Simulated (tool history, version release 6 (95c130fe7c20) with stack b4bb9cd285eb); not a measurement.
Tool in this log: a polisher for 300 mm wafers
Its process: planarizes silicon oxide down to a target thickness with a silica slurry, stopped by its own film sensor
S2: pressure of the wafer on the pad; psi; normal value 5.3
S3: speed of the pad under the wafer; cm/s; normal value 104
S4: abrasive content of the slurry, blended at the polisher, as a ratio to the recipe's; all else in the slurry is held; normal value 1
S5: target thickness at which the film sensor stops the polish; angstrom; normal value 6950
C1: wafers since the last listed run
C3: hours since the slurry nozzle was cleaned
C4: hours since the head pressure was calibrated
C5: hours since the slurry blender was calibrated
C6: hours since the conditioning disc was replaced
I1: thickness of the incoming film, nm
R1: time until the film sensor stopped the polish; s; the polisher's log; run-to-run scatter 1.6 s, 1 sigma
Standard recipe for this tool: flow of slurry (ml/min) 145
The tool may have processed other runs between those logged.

Run 1, hour 0: usual settings but S4 1.05; C1 0; wafers polished on this pad 495; C3 125.2; C4 590.7; C5 46.5; C6 300.3; I1 1241.4. Result: R1 103.2 s.
At hour 22.4: worn pad replaced by a new one.
Run 2, hour 35.8: usual settings but S4 1.05; C1 338; wafers polished on this pad 142; C3 161; C4 626.5; C5 82.3; C6 336.1; I1 1247.7. Result: R1 107.9 s.
Run 3, hour 55.2: usual settings; C1 206; wafers polished on this pad 349; C3 180.4; C4 645.9; C5 101.7; C6 355.5; I1 1241.4. Result: R1 112.8 s.
Run 4, hour 72.6: usual settings; C1 185; wafers polished on this pad 534; C3 197.8; C4 663.3; C5 119.1; C6 372.9; I1 1254.9. Result: R1 115.4 s.
Run 5, hour 96.3: usual settings; C1 252; wafers polished on this pad 787; C3 221.5; C4 687; C5 142.8; C6 396.6; I1 1266.5. Result: R1 117.8 s.
At hour 102.5: slurry blender recalibrated.
At hour 107.2: worn pad replaced by a new one.
Run 6, hour 114: usual settings; C1 124; wafers polished on this pad 72; C3 239.2; C4 704.7; C5 11.5; C6 414.3; I1 1253. Result: R1 100.8 s.
At hour 121.9: head pressure recalibrated.
At hour 124.5: conditioning disc replaced and pad reconditioned.
Run 7, hour 136.4: usual settings; C1 196; wafers polished on this pad 268; C3 261.6; C4 14.5; C5 33.9; C6 11.9; I1 1247.7. Result: R1 116.7 s.
Run 8, hour 170.3: usual settings; C1 361; wafers polished on this pad 629; C3 295.5; C4 48.4; C5 67.8; C6 45.8; I1 1260.9. Result: R1 120 s.
At hour 185.6: worn pad replaced by a new one.
Run 9, hour 187.2: usual settings; C1 137; wafers polished on this pad 16; C3 312.4; C4 65.3; C5 84.7; C6 62.7; I1 1249. Result: R1 118.1 s.
Run 10, hour 212.6: usual settings but S5 6200 angstrom; C1 270; wafers polished on this pad 287; C3 337.8; C4 90.7; C5 110.1; C6 88.1; I1 1271.4. Result: R1 143.9 s.
At hour 217: slurry nozzle cleaned.
At hour 220.6: slurry blender recalibrated.
Run 11, hour 232.2: usual settings but S3 116 cm/s, S5 5990 angstrom; C1 176; wafers polished on this pad 464; C3 15.2; C4 110.3; C5 11.6; C6 107.7; I1 1253.7. Result: R1 112.6 s.
Run 12, hour 247.9: usual settings; C1 167; wafers polished on this pad 631; C3 30.9; C4 126; C5 27.3; C6 123.4; I1 1249. Result: R1 106.9 s.
At hour 261.3: worn pad replaced by a new one.
Run 13, hour 276.1: usual settings but S3 134 cm/s, S4 0.8; C1 257; wafers polished on this pad 157; C3 59.1; C4 154.2; C5 55.5; C6 151.6; I1 1254.2. Result: R1 118 s.
Run 14, hour 288.6: usual settings but flow of slurry (ml/min) 105, S4 0.75; C1 133; wafers polished on this pad 290; C3 71.6; C4 166.7; C5 68; C6 164.1; I1 1256.4. Result: R1 170.1 s.
Run 15, hour 312.2: usual settings but S2 5.8 psi, S5 8180 angstrom; C1 251; wafers polished on this pad 542; C3 95.2; C4 190.3; C5 91.6; C6 187.7; I1 1247.1. Result: R1 79 s.

Alternative continuations, all from the tool just after run 15; predict every row:
Run A, hour 312.7: usual settings; C1 5; wafers polished on this pad 547; C3 95.7; C4 190.8; C5 92.1; C6 188.2; I1 1251.3. Result: R1 ?.
Run B, hour 312.7: usual settings but S3 90 cm/s, S4 1.2, S5 5490 angstrom; C1 5; wafers polished on this pad 547; C3 95.7; C4 190.8; C5 92.1; C6 188.2; I1 1251.3. Result: R1 ?.
Run C, hour 312.7: usual settings but S5 6150 angstrom; C1 5; wafers polished on this pad 547; C3 95.7; C4 190.8; C5 92.1; C6 188.2; I1 1251.3. Result: R1 ?.
Run D, hour 312.7: usual settings but flow of slurry (ml/min) 120, S3 68 cm/s, S4 1.1; C1 5; wafers polished on this pad 547; C3 95.7; C4 190.8; C5 92.1; C6 188.2; I1 1251.3. Result: R1 ?.

run     R1
  A  116.1
  B  138.3
  C  132.8
  D  141.2
With the hidden condition removed and each run's random variation left untouched, the same runs would have given:
run     R1
  A  109.2
  B  132.5
  C  124.9
  D  134.1
